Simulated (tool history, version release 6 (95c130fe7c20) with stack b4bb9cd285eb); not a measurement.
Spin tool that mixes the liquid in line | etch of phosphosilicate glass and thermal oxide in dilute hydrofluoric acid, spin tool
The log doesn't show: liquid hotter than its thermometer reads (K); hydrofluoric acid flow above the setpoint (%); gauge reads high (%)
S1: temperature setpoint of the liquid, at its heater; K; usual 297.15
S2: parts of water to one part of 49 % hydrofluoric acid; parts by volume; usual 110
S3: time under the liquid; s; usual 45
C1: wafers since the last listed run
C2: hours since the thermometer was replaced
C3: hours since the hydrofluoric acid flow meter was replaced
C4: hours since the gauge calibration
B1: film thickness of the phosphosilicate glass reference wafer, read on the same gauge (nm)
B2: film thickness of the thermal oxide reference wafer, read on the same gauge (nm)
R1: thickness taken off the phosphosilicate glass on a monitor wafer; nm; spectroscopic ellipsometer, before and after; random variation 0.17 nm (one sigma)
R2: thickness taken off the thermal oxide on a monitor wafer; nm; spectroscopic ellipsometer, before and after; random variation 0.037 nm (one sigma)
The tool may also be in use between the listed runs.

run 1 hour=0.0 | S1=297.15 S2=110 S3=45 | C1=0 C2=1798.3 C3=2157.4 C4=110.7 | B1=50.01 B2=89.987 | R1=41.48 R2=2.257
run 2 hour=31.7 | S1=293.65 S2=110 S3=45 | C1=322 C2=1830.0 C3=2189.1 C4=142.4 | B1=50.01 B2=90.015 | R1=36.16 R2=1.932
run 3 hour=48.6 | S1=293.65 S2=110 S3=45 | C1=171 C2=1846.9 C3=2206.0 C4=159.3 | B1=50.02 B2=90.005 | R1=36.28 R2=1.931
run 4 hour=74.1 | S1=300.15 S2=85 S3=45 | C1=259 C2=1872.4 C3=2231.5 C4=184.8 | B1=49.99 B2=89.993 | R1=62.07 R2=3.257
run 5 hour=98.8 | S1=297.15 S2=110 S3=45 | C1=251 C2=1897.1 C3=2256.2 C4=209.5 | B1=49.99 B2=90.001 | R1=41.62 R2=2.210
run 6 hour=132.1 | S1=297.15 S2=110 S3=45 | C1=338 C2=1930.4 C3=2289.5 C4=242.8 | B1=50.03 B2=89.989 | R1=41.83 R2=2.263
run 7 hour=167.9 | S1=297.15 S2=110 S3=45 | C1=364 C2=1966.2 C3=2325.3 C4=278.6 | B1=50.01 B2=90.014 | R1=41.96 R2=2.198
run 8 hour=183.6 | S1=294.65 S2=110 S3=45 | C1=159 C2=1981.9 C3=2341.0 C4=294.3 | B1=49.99 B2=90.006 | R1=38.05 R2=2.039
run 9 hour=211.8 | S1=294.65 S2=110 S3=45 | C1=287 C2=2010.1 C3=2369.2 C4=322.5 | B1=50.01 B2=90.001 | R1=38.44 R2=2.081
-- hour=213.4 hydrofluoric acid flow meter replaced
run 10 hour=283.2 | S1=297.15 S2=110 S3=45 | C1=716 C2=2081.5 C3=69.8 C4=393.9 | B1=49.97 B2=89.990 | R1=37.67 R2=2.052
run 11 hour=311.1 | S1=297.15 S2=110 S3=45 | C1=283 C2=2109.4 C3=97.7 C4=421.8 | B1=49.99 B2=89.990 | R1=37.94 R2=2.037
run 12 hour=343.2 | S1=297.15 S2=110 S3=45 | C1=326 C2=2141.5 C3=129.8 C4=453.9 | B1=49.99 B2=89.977 | R1=37.95 R2=2.006
run 13 hour=360.9 | S1=297.15 S2=110 S3=45 | C1=180 C2=2159.2 C3=147.5 C4=471.6 | B1=50.01 B2=89.987 | R1=38.19 R2=2.098
run 14 hour=387.1 | S1=297.15 S2=125 S3=45 | C1=266 C2=2185.4 C3=173.7 C4=497.8 | B1=50.00 B2=89.973 | R1=33.56 R2=1.708
run 15 hour=418.3 | S1=297.15 S2=110 S3=45 | C1=317 C2=2216.6 C3=204.9 C4=529.0 | B1=50.01 B2=89.987 | R1=38.92 R2=2.095
-- hour=432.6 thermometer replaced
run 16 hour=447.1 | S1=301.15 S2=110 S3=45 | C1=282 C2=14.5 C3=233.7 C4=557.8 | B1=49.98 B2=90.011 | R1=40.80 R2=2.242
run 17 hour=481.7 | S1=297.15 S2=110 S3=45 | C1=352 C2=49.1 C3=268.3 C4=592.4 | B1=50.02 B2=89.979 | R1=35.30 R2=1.877
run 18 hour=497.9 | S1=297.15 S2=130 S3=45 | C1=164 C2=65.3 C3=284.5 C4=608.6 | B1=50.00 B2=89.991 | R1=29.27 R2=1.644
-- hour=504.5 gauge calibrated
run 19 hour=519.0 | S1=293.15 S2=110 S3=65 | C1=214 C2=86.4 C3=305.6 C4=14.5 | B1=49.96 B2=89.990 | R1=43.69 R2=2.272
run 20 hour=537.5 | S1=293.65 S2=135 S3=40 | C1=188 C2=104.9 C3=324.1 C4=33.0 | B1=50.02 B2=90.027 | R1=21.87 R2=1.177
run 21 hour=560.6 | S1=301.15 S2=110 S3=45 | C1=235 C2=128.0 C3=347.2 C4=56.1 | B1=50.00 B2=89.997 | R1=41.32 R2=2.176
run 22 hour=579.5 | S1=297.15 S2=160 S3=60 | C1=192 C2=146.9 C3=366.1 C4=75.0 | B1=50.01 B2=89.979 | R1=30.72 R2=1.618
run 23 hour=602.2 | S1=299.65 S2=145 S3=35 | C1=231 C2=169.6 C3=388.8 C4=97.7 | B1=50.03 B2=89.995 | R1=22.23 R2=1.219
run 24 hour=631.9 | S1=298.65 S2=110 S3=45 | C1=302 C2=199.3 C3=418.5 C4=127.4 | B1=50.01 B2=89.999 | R1=38.25 R2=2.028
run 25 hour=663.6 | S1=293.15 S2=145 S3=35 | C1=322 C2=231.0 C3=450.2 C4=159.1 | B1=49.98 B2=89.998 | R1=17.40 R2=0.939

Measured less the same run without the tool's hidden state. The same run-to-run variation is in both; the gauge's scatter may not be:
run=1 R1=+7.40 R2=+0.403
run=2 R1=+6.60 R2=+0.353
run=3 R1=+6.66 R2=+0.355
run=4 R1=+11.28 R2=+0.592
run=5 R1=+7.73 R2=+0.411
run=6 R1=+7.87 R2=+0.426
run=7 R1=+8.01 R2=+0.419
run=8 R1=+7.36 R2=+0.394
run=9 R1=+7.51 R2=+0.407
run=10 R1=+4.10 R2=+0.223
run=11 R1=+4.22 R2=+0.227
run=12 R1=+4.33 R2=+0.229
run=13 R1=+4.41 R2=+0.242
run=14 R1=+3.91 R2=+0.200
run=15 R1=+4.67 R2=+0.252
run=16 R1=+1.38 R2=+0.076
run=17 R1=+1.31 R2=+0.070
run=18 R1=+1.13 R2=+0.063
run=19 R1=+1.78 R2=+0.092
run=20 R1=+0.94 R2=+0.050
run=21 R1=+1.81 R2=+0.095
run=22 R1=+1.42 R2=+0.075
run=23 R1=+1.07 R2=+0.059
run=24 R1=+1.93 R2=+0.102
run=25 R1=+0.94 R2=+0.051
